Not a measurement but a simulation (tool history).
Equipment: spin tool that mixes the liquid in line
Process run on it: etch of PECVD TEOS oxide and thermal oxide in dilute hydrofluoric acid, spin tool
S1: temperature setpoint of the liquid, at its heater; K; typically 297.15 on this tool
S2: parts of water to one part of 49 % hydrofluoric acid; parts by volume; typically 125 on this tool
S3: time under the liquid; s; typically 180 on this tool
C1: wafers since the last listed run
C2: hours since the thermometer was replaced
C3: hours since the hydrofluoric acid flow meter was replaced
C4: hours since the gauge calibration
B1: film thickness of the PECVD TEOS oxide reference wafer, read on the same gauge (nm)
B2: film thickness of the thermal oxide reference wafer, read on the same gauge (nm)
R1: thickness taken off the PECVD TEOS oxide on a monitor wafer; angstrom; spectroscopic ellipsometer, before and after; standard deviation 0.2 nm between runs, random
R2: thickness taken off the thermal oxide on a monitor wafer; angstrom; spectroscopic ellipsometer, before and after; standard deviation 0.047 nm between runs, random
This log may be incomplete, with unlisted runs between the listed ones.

run 1 day=0 | S1=297.15 S2=125 S3=255 | C1=0 C2=405.6 C3=199 C4=637 | B1=89.99 B2=49.99 | R1=359.4 R2=79
run 2 day=2.983 | S1=297.15 S2=125 S3=255 | C1=735 C2=477.2 C3=270.6 C4=708.6 | B1=90.01 B2=50.01 | R1=357.9 R2=79.1
-- day=4.771 thermometer replaced
run 3 day=5.946 | S1=297.15 S2=125 S3=255 | C1=720 C2=28.2 C3=341.7 C4=779.7 | B1=90 B2=49.98 | R1=367.4 R2=81.2
run 4 day=8.417 | S1=297.15 S2=125 S3=180 | C1=609 C2=87.5 C3=401 C4=839 | B1=89.99 B2=50.03 | R1=260.1 R2=57.4
-- day=8.946 hydrofluoric acid flow meter replaced
run 5 day=9.692 | S1=297.15 S2=125 S3=180 | C1=304 C2=118.1 C3=17.9 C4=869.6 | B1=90 B2=50.06 | R1=261.4 R2=57.5
run 6 day=17.058 | S1=297.15 S2=125 S3=180 | C1=1816 C2=294.9 C3=194.7 C4=1046.4 | B1=89.99 B2=49.99 | R1=253.1 R2=56
run 7 day=18.671 | S1=296.15 S2=125 S3=145 | C1=397 C2=333.6 C3=233.4 C4=1085.1 | B1=89.99 B2=50.02 | R1=194.7 R2=43.5
-- day=19.225 gauge calibrated
run 8 day=20.317 | S1=296.15 S2=125 S3=145 | C1=405 C2=373.1 C3=272.9 C4=26.2 | B1=90 B2=50.02 | R1=195.3 R2=43.2
run 9 day=21.425 | S1=297.15 S2=145 S3=215 | C1=273 C2=399.7 C3=299.5 C4=52.8 | B1=90 B2=49.96 | R1=255 R2=55.1
run 10 day=22.779 | S1=297.15 S2=125 S3=180 | C1=333 C2=432.2 C3=332 C4=85.3 | B1=90.02 B2=50.02 | R1=250 R2=55.4
-- day=23.904 hydrofluoric acid flow meter replaced
run 11 day=24.571 | S1=295.65 S2=125 S3=145 | C1=431 C2=475.2 C3=16 C4=128.3 | B1=89.99 B2=50.02 | R1=186.7 R2=41.9
run 12 day=25.771 | S1=299.15 S2=125 S3=260 | C1=295 C2=504 C3=44.8 C4=157.1 | B1=89.99 B2=49.98 | R1=385.4 R2=85.3
-- day=27.675 thermometer replaced
run 13 day=28.533 | S1=297.15 S2=145 S3=215 | C1=670 C2=20.6 C3=111.1 C4=223.4 | B1=90 B2=50 | R1=265.8 R2=58.4
run 14 day=30.579 | S1=297.15 S2=140 S3=135 | C1=504 C2=69.7 C3=160.2 C4=272.5 | B1=90 B2=49.96 | R1=175.9 R2=38.5
run 15 day=33.158 | S1=293.65 S2=105 S3=125 | C1=636 C2=131.6 C3=222.1 C4=334.4 | B1=90.01 B2=50 | R1=193.6 R2=42.1
run 16 day=35.771 | S1=299.15 S2=125 S3=260 | C1=644 C2=194.3 C3=284.8 C4=397.1 | B1=90.01 B2=50.04 | R1=407.7 R2=88.9
run 17 day=38.654 | S1=297.15 S2=125 S3=180 | C1=711 C2=263.5 C3=354 C4=466.3 | B1=90.01 B2=49.97 | R1=257.5 R2=56.4
run 18 day=40.804 | S1=301.15 S2=180 S3=135 | C1=530 C2=315.1 C3=405.6 C4=517.9 | B1=90 B2=50.01 | R1=145 R2=31.6
-- day=41.046 hydrofluoric acid flow meter replaced
run 19 day=41.912 | S1=298.65 S2=95 S3=95 | C1=263 C2=341.7 C3=20.8 C4=544.5 | B1=90 B2=49.94 | R1=198.6 R2=43
run 20 day=43.896 | S1=297.15 S2=155 S3=225 | C1=489 C2=389.3 C3=68.4 C4=592.1 | B1=90.01 B2=50.03 | R1=245.7 R2=54.5

The tool's hidden state at each run:
hydrofluoric acid flow below the setpoint (%): 0 across all the runs
gauge reads high (%): 0 across all the runs
H1: liquid colder than its thermometer reads (K)
run=1 H1=1.24
run=2 H1=1.45
run=3 H1=0.374
run=4 H1=0.548
run=5 H1=0.637
run=6 H1=1.16
run=7 H1=1.27
run=8 H1=1.38
run=9 H1=1.46
run=10 H1=1.56
run=11 H1=1.68
run=12 H1=1.77
run=13 H1=0.139
run=14 H1=0.283
run=15 H1=0.464
run=16 H1=0.648
run=17 H1=0.851
run=18 H1=1
run=19 H1=1.08
run=20 H1=1.22
